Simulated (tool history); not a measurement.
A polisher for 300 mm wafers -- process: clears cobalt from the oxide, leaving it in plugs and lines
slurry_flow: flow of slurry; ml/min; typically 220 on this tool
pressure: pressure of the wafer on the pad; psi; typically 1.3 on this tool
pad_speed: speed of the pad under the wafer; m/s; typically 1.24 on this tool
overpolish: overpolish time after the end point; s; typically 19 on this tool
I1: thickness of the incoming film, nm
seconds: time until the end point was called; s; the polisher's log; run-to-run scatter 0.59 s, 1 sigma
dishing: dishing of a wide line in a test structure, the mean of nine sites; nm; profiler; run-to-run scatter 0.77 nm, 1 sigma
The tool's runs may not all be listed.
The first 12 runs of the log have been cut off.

{"run": 13, "hour": 302.7, "slurry_flow": 220, "pressure": 1.3, "pad_speed": 1.24, "overpolish": 19, "I1": 300, "seconds": 65.9, "dishing": 41.5}
{"run": 14, "hour": 327.8, "slurry_flow": 180, "pressure": 1.3, "pad_speed": 1.24, "overpolish": 9, "I1": 294.4, "seconds": 68.6, "dishing": 23.9}
{"run": 15, "hour": 363.3, "slurry_flow": 220, "pressure": 1.3, "pad_speed": 1.24, "overpolish": 19, "I1": 298.2, "seconds": 67.7, "dishing": 39.6}
{"hour": 377.3, "done": "worn pad replaced by a new one"}
{"run": 16, "hour": 382.6, "slurry_flow": 220, "pressure": 0.8, "pad_speed": 1.66, "overpolish": 29, "I1": 304.1, "seconds": 84.2, "dishing": 48}
{"hour": 395.6, "done": "head pressure recalibrated"}
{"run": 17, "hour": 410.9, "slurry_flow": 275, "pressure": 1.3, "pad_speed": 1.64, "overpolish": 19, "I1": 296.8, "seconds": 49, "dishing": 48.8}
{"run": 18, "hour": 441.4, "slurry_flow": 220, "pressure": 1.3, "pad_speed": 1.24, "overpolish": 19, "I1": 294, "seconds": 64.3, "dishing": 42}
{"run": 19, "hour": 475.7, "slurry_flow": 220, "pressure": 1.3, "pad_speed": 1.24, "overpolish": 19, "I1": 295.1, "seconds": 65.2, "dishing": 40.5}
{"run": 20, "hour": 495.5, "slurry_flow": 220, "pressure": 1.6, "pad_speed": 0.88, "overpolish": 16, "I1": 299.2, "seconds": 70.4, "dishing": 36.4}
{"run": 21, "hour": 509.1, "slurry_flow": 220, "pressure": 1.3, "pad_speed": 1.24, "overpolish": 19, "I1": 305.1, "seconds": 69, "dishing": 41.2}
{"run": 22, "hour": 554.1, "slurry_flow": 220, "pressure": 1.3, "pad_speed": 1.24, "overpolish": 19, "I1": 299.9, "seconds": 68, "dishing": 41.6}
{"run": 23, "hour": 571.6, "slurry_flow": 220, "pressure": 1.3, "pad_speed": 1.4, "overpolish": 19, "I1": 303.8, "seconds": 63.3, "dishing": 42.9}
{"run": 24, "hour": 597.8, "slurry_flow": 220, "pressure": 1.3, "pad_speed": 1.24, "overpolish": 19, "I1": 306.1, "seconds": 73.4, "dishing": 40.6}
{"hour": 627.8, "done": "worn pad replaced by a new one"}
{"run": 25, "hour": 629.8, "slurry_flow": 220, "pressure": 1.5, "pad_speed": 1.62, "overpolish": 19, "I1": 295.9, "seconds": 44.2, "dishing": 50.7}
{"run": 26, "hour": 660.8, "slurry_flow": 220, "pressure": 1.3, "pad_speed": 1.24, "overpolish": 19, "I1": 301.1, "seconds": 66.2, "dishing": 42.9}
{"run": 27, "hour": 682.5, "slurry_flow": 220, "pressure": 1.1, "pad_speed": 1.24, "overpolish": 19, "I1": 301.1, "seconds": 77.1, "dishing": 38.8}
{"run": 28, "hour": 697.4, "slurry_flow": 220, "pressure": 1.1, "pad_speed": 1.02, "overpolish": 22, "I1": 300.9, "seconds": 91.7, "dishing": 38.6}
{"run": 29, "hour": 716.5, "slurry_flow": 220, "pressure": 1.5, "pad_speed": 0.88, "overpolish": 19, "I1": 299.6, "seconds": 73.7, "dishing": 39.3}
{"run": 30, "hour": 745.8, "slurry_flow": 170, "pressure": 1.3, "pad_speed": 1.08, "overpolish": 19, "I1": 297.2, "seconds": 77.2, "dishing": 38.7}
{"run": 31, "hour": 768.9, "slurry_flow": 275, "pressure": 1.3, "pad_speed": 1.24, "overpolish": 19, "I1": 303.9, "seconds": 66.1, "dishing": 43.1}
{"run": 32, "hour": 803.5, "slurry_flow": 220, "pressure": 1.6, "pad_speed": 1.24, "overpolish": 16, "I1": 298.7, "seconds": 55.2, "dishing": 42.2}
{"run": 33, "hour": 816.6, "slurry_flow": 220, "pressure": 1.3, "pad_speed": 0.98, "overpolish": 19, "I1": 300.1, "seconds": 84, "dishing": 36.3}
{"hour": 842.7, "done": "worn pad replaced by a new one"}
{"run": 34, "hour": 844.8, "slurry_flow": 190, "pressure": 1.5, "pad_speed": 1.42, "overpolish": 19, "I1": 302, "seconds": 51.8, "dishing": 48.6}

Branching from run 34: 5 alternative next runs. What would each branch give?
{"run": "A", "hour": 845.3, "slurry_flow": 220, "pressure": 1.3, "pad_speed": 1.24, "overpolish": 19, "I1": 295.3, "seconds": "?", "dishing": "?"}
{"run": "B", "hour": 845.3, "slurry_flow": 220, "pressure": 1.3, "pad_speed": 1.36, "overpolish": 25, "I1": 295.3, "seconds": "?", "dishing": "?"}
{"run": "C", "hour": 845.3, "slurry_flow": 255, "pressure": 1, "pad_speed": 0.98, "overpolish": 27, "I1": 295.3, "seconds": "?", "dishing": "?"}
{"run": "D", "hour": 845.3, "slurry_flow": 220, "pressure": 1.3, "pad_speed": 1.04, "overpolish": 19, "I1": 295.3, "seconds": "?", "dishing": "?"}
{"run": "E", "hour": 845.3, "slurry_flow": 220, "pressure": 0.8, "pad_speed": 1.24, "overpolish": 15, "I1": 295.3, "seconds": "?", "dishing": "?"}

run=A seconds=63.8 dishing=41.5
run=B seconds=59 dishing=49.2
run=C seconds=98.4 dishing=39.8
run=D seconds=73.5 dishing=38.3
run=E seconds=103.6 dishing=25.8
Without the tool's hidden state the same runs would have given:
run=A seconds=63.5 dishing=41.6
run=B seconds=58.8 dishing=49.2
run=C seconds=98.1 dishing=39.9
run=D seconds=73.3 dishing=38.4
run=E seconds=103.2 dishing=25.9
